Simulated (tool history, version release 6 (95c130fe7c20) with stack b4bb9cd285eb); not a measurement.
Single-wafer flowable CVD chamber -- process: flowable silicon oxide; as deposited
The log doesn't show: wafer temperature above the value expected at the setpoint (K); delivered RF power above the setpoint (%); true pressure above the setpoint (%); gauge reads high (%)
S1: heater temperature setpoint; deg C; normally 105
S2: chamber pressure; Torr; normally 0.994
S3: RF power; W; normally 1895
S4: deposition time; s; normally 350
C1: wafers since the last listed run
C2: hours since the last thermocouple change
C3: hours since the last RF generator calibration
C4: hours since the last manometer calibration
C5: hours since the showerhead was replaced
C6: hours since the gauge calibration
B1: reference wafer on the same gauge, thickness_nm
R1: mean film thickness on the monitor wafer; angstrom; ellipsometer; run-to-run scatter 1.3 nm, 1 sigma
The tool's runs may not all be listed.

run	hour	S1	S2	S3	S4	C1	C2	C3	C4	C5	C6	B1	R1
1	0	105	0.994	1895	350	0	780.9	1605.9	1492.3	2756.8	258	278.293	2227.41
2	90.4	105	0.994	1895	350	348	871.3	1696.3	1582.7	2847.2	348.4	278.223	2199.56
3	102.7	101	0.994	1895	350	47	883.6	1708.6	1595	2859.5	360.7	278.473	2547.04
4	135.9	101	0.994	1895	350	127	916.8	1741.8	1628.2	2892.7	393.9	278.413	2568.43
5	166.6	116	0.994	1895	350	118	947.5	1772.5	1658.9	2923.4	424.6	278.381	1502.97
6	179.6	105	0.994	1895	350	50	960.5	1785.5	1671.9	2936.4	437.6	277.926	2184.57
7	206.8	105	0.994	1700	350	104	987.7	1812.7	1699.1	2963.6	464.8	277.75	2154.63
8	225.2	105	0.994	1685	350	70	1006.1	1831.1	1717.5	2982	483.2	278.08	2128.09
9	254.6	105	0.994	1685	350	113	1035.5	1860.5	1746.9	3011.4	512.6	277.774	2144.69
10	279.4	105	0.994	1685	350	95	1060.3	1885.3	1771.7	3036.2	537.4	277.616	2140.78
11	300.3	105	0.994	1895	350	80	1081.2	1906.2	1792.6	3057.1	558.3	278.171	2185.16
# hour 376.8: RF generator calibrated
12	385.8	105	0.994	1895	350	298	1166.7	9	1878.1	3142.6	643.8	278.021	2186.64
# hour 413.5: showerhead replaced
13	419.8	105	0.994	1550	350	100	1200.7	43	1912.1	6.3	677.8	277.595	2097.71
# hour 429.3: thermocouple changed; heater temperature recalibrated
14	434.7	99	0.812	1745	308	26	5.4	57.9	1927	21.2	692.7	278.268	2071.24
15	451.8	105	0.994	1895	350	65	22.5	75	1944.1	38.3	709.8	278.203	2342
16	474.9	105	0.994	1545	373	89	45.6	98.1	1967.2	61.4	732.9	277.9	2379.78
# hour 491.4: gauge calibrated
# hour 503.8: capacitance manometer re-zeroed and calibrated
17	509.9	105	0.919	1895	350	104	80.6	133.1	6.1	96.4	18.5	278.393	2121.13
18	534.8	105	0.994	1895	350	95	105.5	158	31	121.3	43.4	278.3	2288.96
19	552.6	116	0.994	2120	350	68	123.3	175.8	48.8	139.1	61.2	278.257	1583.28
20	568	105	0.994	1895	350	59	138.7	191.2	64.2	154.5	76.6	277.869	2257.47
21	603.4	105	1.119	2165	400	136	174.1	226.6	99.6	189.9	112	277.662	2978.22
22	630.7	99	0.885	1895	350	105	201.4	253.9	126.9	217.2	139.3	277.416	2533.19
23	664.4	118	0.758	2010	350	129	235.1	287.6	160.6	250.9	173	278.045	1101.02
24	691.1	105	1.102	1895	350	102	261.8	314.3	187.3	277.6	199.7	278.181	2470.78
25	713.5	105	0.994	1895	350	86	284.2	336.7	209.7	300	222.1	277.951	2249.33

Predict each of these 5 candidate next runs independently; none follows another, all start after run 25:
A	714	105	0.994	1895	395	1	284.7	337.2	210.2	300.5	222.6	?	?
B	714	105	1.124	1895	350	1	284.7	337.2	210.2	300.5	222.6	?	?
C	714	105	0.909	1570	350	1	284.7	337.2	210.2	300.5	222.6	?	?
D	714	105	0.994	1895	319	1	284.7	337.2	210.2	300.5	222.6	?	?
E	714	105	1.149	2070	350	1	284.7	337.2	210.2	300.5	222.6	?	?

run	B1	R1
A	278.09	2517.11
B	278.09	2510.47
C	278.09	1967.48
D	278.09	2032.8
E	278.09	2600.86
The same runs, with their run-to-run variation unchanged, on a tool lacking any hidden condition would have given:
run	R1
A	2655.76
B	2648.76
C	2075.86
D	2144.78
E	2744.12

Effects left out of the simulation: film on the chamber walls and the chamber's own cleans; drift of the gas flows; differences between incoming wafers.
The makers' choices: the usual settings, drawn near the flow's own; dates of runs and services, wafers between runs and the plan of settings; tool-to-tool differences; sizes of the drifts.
